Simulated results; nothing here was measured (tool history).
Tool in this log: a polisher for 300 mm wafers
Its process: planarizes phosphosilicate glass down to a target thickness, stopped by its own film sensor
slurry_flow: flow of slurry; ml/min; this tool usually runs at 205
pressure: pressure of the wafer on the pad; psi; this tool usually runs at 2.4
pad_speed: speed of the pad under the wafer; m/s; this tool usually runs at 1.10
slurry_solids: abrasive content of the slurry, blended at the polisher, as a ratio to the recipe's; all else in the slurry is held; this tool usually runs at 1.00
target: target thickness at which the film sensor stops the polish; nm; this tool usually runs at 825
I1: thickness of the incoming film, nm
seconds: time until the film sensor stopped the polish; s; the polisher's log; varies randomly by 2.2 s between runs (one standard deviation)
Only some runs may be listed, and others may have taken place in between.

{"run": 1, "hour": 0.0, "slurry_flow": 205, "pressure": 2.4, "pad_speed": 1.1, "slurry_solids": 1.0, "target": 825, "I1": 1479.6, "seconds": 129.4}
{"run": 2, "hour": 21.9, "slurry_flow": 205, "pressure": 2.4, "pad_speed": 1.1, "slurry_solids": 1.0, "target": 825, "I1": 1483.6, "seconds": 135.9}
{"run": 3, "hour": 54.9, "slurry_flow": 205, "pressure": 2.4, "pad_speed": 1.1, "slurry_solids": 1.0, "target": 825, "I1": 1484.2, "seconds": 136.6}
{"hour": 67.4, "done": "worn pad replaced by a new one"}
{"run": 4, "hour": 80.3, "slurry_flow": 205, "pressure": 2.4, "pad_speed": 1.1, "slurry_solids": 1.0, "target": 825, "I1": 1468.1, "seconds": 127.0}
{"run": 5, "hour": 102.6, "slurry_flow": 205, "pressure": 2.4, "pad_speed": 1.1, "slurry_solids": 1.0, "target": 825, "I1": 1467.7, "seconds": 131.1}
{"hour": 111.4, "done": "slurry blender recalibrated"}
{"run": 6, "hour": 130.5, "slurry_flow": 205, "pressure": 2.4, "pad_speed": 1.1, "slurry_solids": 1.0, "target": 825, "I1": 1498.1, "seconds": 141.9}
{"run": 7, "hour": 162.3, "slurry_flow": 205, "pressure": 2.4, "pad_speed": 1.1, "slurry_solids": 1.0, "target": 825, "I1": 1454.2, "seconds": 138.5}
{"hour": 173.7, "done": "worn pad replaced by a new one"}
{"run": 8, "hour": 187.8, "slurry_flow": 205, "pressure": 2.9, "pad_speed": 1.1, "slurry_solids": 1.0, "target": 825, "I1": 1488.3, "seconds": 113.9}
{"run": 9, "hour": 212.4, "slurry_flow": 205, "pressure": 2.9, "pad_speed": 1.1, "slurry_solids": 1.0, "target": 825, "I1": 1464.0, "seconds": 112.9}
{"hour": 215.3, "done": "slurry blender recalibrated"}
{"run": 10, "hour": 247.2, "slurry_flow": 205, "pressure": 2.4, "pad_speed": 1.1, "slurry_solids": 1.0, "target": 825, "I1": 1447.7, "seconds": 133.4}
{"hour": 258.2, "done": "conditioning disc replaced and pad reconditioned"}
{"run": 11, "hour": 264.8, "slurry_flow": 255, "pressure": 2.4, "pad_speed": 0.98, "slurry_solids": 0.75, "target": 825, "I1": 1480.4, "seconds": 158.9}
{"hour": 273.0, "done": "worn pad replaced by a new one"}
{"run": 12, "hour": 293.8, "slurry_flow": 205, "pressure": 2.9, "pad_speed": 1.1, "slurry_solids": 1.0, "target": 825, "I1": 1477.6, "seconds": 106.6}
{"hour": 307.0, "done": "slurry nozzle cleaned"}
{"hour": 321.6, "done": "slurry blender recalibrated"}
{"run": 13, "hour": 325.3, "slurry_flow": 270, "pressure": 2.4, "pad_speed": 1.36, "slurry_solids": 0.8, "target": 891, "I1": 1487.5, "seconds": 107.7}
{"hour": 344.7, "done": "head pressure recalibrated"}
{"run": 14, "hour": 349.6, "slurry_flow": 205, "pressure": 2.4, "pad_speed": 1.1, "slurry_solids": 1.1, "target": 623, "I1": 1477.7, "seconds": 167.8}
{"hour": 367.3, "done": "worn pad replaced by a new one"}
{"run": 15, "hour": 371.5, "slurry_flow": 250, "pressure": 2.4, "pad_speed": 1.1, "slurry_solids": 1.0, "target": 825, "I1": 1475.8, "seconds": 120.7}
{"run": 16, "hour": 402.1, "slurry_flow": 205, "pressure": 2.4, "pad_speed": 1.1, "slurry_solids": 1.0, "target": 825, "I1": 1510.7, "seconds": 138.3}
{"hour": 426.1, "done": "slurry blender recalibrated"}
{"run": 17, "hour": 427.6, "slurry_flow": 205, "pressure": 2.8, "pad_speed": 1.1, "slurry_solids": 1.0, "target": 825, "I1": 1496.2, "seconds": 116.7}
{"run": 18, "hour": 441.3, "slurry_flow": 205, "pressure": 2.4, "pad_speed": 1.1, "slurry_solids": 0.8, "target": 825, "I1": 1479.4, "seconds": 153.6}
{"hour": 462.9, "done": "worn pad replaced by a new one"}
{"run": 19, "hour": 470.1, "slurry_flow": 165, "pressure": 2.0, "pad_speed": 0.88, "slurry_solids": 1.0, "target": 825, "I1": 1460.7, "seconds": 186.3}
{"run": 20, "hour": 493.3, "slurry_flow": 205, "pressure": 2.4, "pad_speed": 1.1, "slurry_solids": 1.0, "target": 825, "I1": 1488.3, "seconds": 135.7}

Predict each of these 4 candidate next runs independently; none follows another, all start after run 20:
{"run": "A", "hour": 493.8, "slurry_flow": 205, "pressure": 2.4, "pad_speed": 1.1, "slurry_solids": 1.0, "target": 825, "I1": 1491.5, "seconds": "?"}
{"run": "B", "hour": 493.8, "slurry_flow": 205, "pressure": 2.4, "pad_speed": 1.1, "slurry_solids": 0.85, "target": 965, "I1": 1491.5, "seconds": "?"}
{"run": "C", "hour": 493.8, "slurry_flow": 205, "pressure": 2.4, "pad_speed": 1.1, "slurry_solids": 1.15, "target": 723, "I1": 1491.5, "seconds": "?"}
{"run": "D", "hour": 493.8, "slurry_flow": 150, "pressure": 3.1, "pad_speed": 0.8, "slurry_solids": 1.1, "target": 825, "I1": 1491.5, "seconds": "?"}

run=A seconds=138.3
run=B seconds=116.6
run=C seconds=151.3
run=D seconds=141.0
With the hidden condition removed and each run's random variation left untouched, the same runs would have given:
run=A seconds=122.9
run=B seconds=103.6
run=C seconds=134.4
run=D seconds=125.9
